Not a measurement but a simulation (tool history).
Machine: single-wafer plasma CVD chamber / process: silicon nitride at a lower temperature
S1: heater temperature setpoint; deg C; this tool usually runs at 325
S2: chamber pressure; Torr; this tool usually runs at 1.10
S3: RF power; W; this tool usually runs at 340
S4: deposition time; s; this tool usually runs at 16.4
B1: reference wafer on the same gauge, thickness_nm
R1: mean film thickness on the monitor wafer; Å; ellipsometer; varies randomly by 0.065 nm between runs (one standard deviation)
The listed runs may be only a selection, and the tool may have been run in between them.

run	day	S1	S2	S3	S4	B1	R1
1	0.000	325	1.10	395	16.4	15.195	183.89
2	4.142	325	1.10	340	16.4	15.201	166.43
3	7.408	325	1.10	340	16.4	15.197	165.01
4	10.979	334	1.28	320	19.0	15.193	193.35
5	13.162	325	1.10	340	13.3	15.186	134.11
6	16.000	325	1.10	340	16.4	15.193	165.05
# day 17.479: gauge calibrated
7	19.933	314	1.10	340	18.7	15.201	188.12
# day 21.117: RF generator calibrated
8	23.017	325	1.10	340	16.4	15.208	172.88
9	26.108	325	1.10	340	16.4	15.207	171.58
10	30.046	320	1.22	370	15.4	15.204	175.45
# day 33.362: thermocouple changed; heater temperature recalibrated
11	33.508	325	1.10	340	15.2	15.200	156.15
# day 35.225: showerhead replaced
12	35.275	340	1.35	305	16.4	15.206	167.12
13	37.779	325	1.10	340	16.4	15.203	169.13
14	40.729	325	1.28	340	16.4	15.194	176.63
15	43.100	325	1.10	340	16.4	15.197	168.24
16	46.275	336	0.88	340	16.4	15.200	151.91
17	49.033	325	1.10	340	16.4	15.190	166.05
18	52.092	312	1.10	340	19.0	15.200	192.58
19	53.746	334	1.31	340	16.4	15.205	175.10
20	57.554	325	1.10	310	19.2	15.202	181.41
21	65.038	325	1.10	375	17.7	15.194	188.03
22	68.012	325	1.03	280	16.4	15.200	138.98
23	70.988	329	1.10	395	14.9	15.204	163.20
# day 72.254: RF generator calibrated
24	75.292	332	0.97	375	16.4	15.203	172.05
25	79.233	338	0.93	400	16.4	15.193	174.06
26	83.354	325	1.10	340	16.4	15.199	165.03
27	85.071	316	1.10	310	17.4	15.201	164.19

Each row is a separate what-if for the run after 27, all from the same tool condition, not one after another. Results?
A	85.088	325	1.10	340	16.4	?	?
B	85.088	314	1.10	340	16.4	?	?
C	85.088	337	0.93	295	14.7	?	?
D	85.088	329	1.21	310	17.8	?	?
E	85.088	313	1.22	390	17.5	?	?

run	B1	R1
A	15.193	164.02
B	15.193	164.57
C	15.193	123.53
D	15.193	172.55
E	15.193	200.26
Take away the tool's hidden state, keep each run's random variation, and the runs would have read:
run	R1
A	172.43
B	173.01
C	130.42
D	181.36
E	210.12
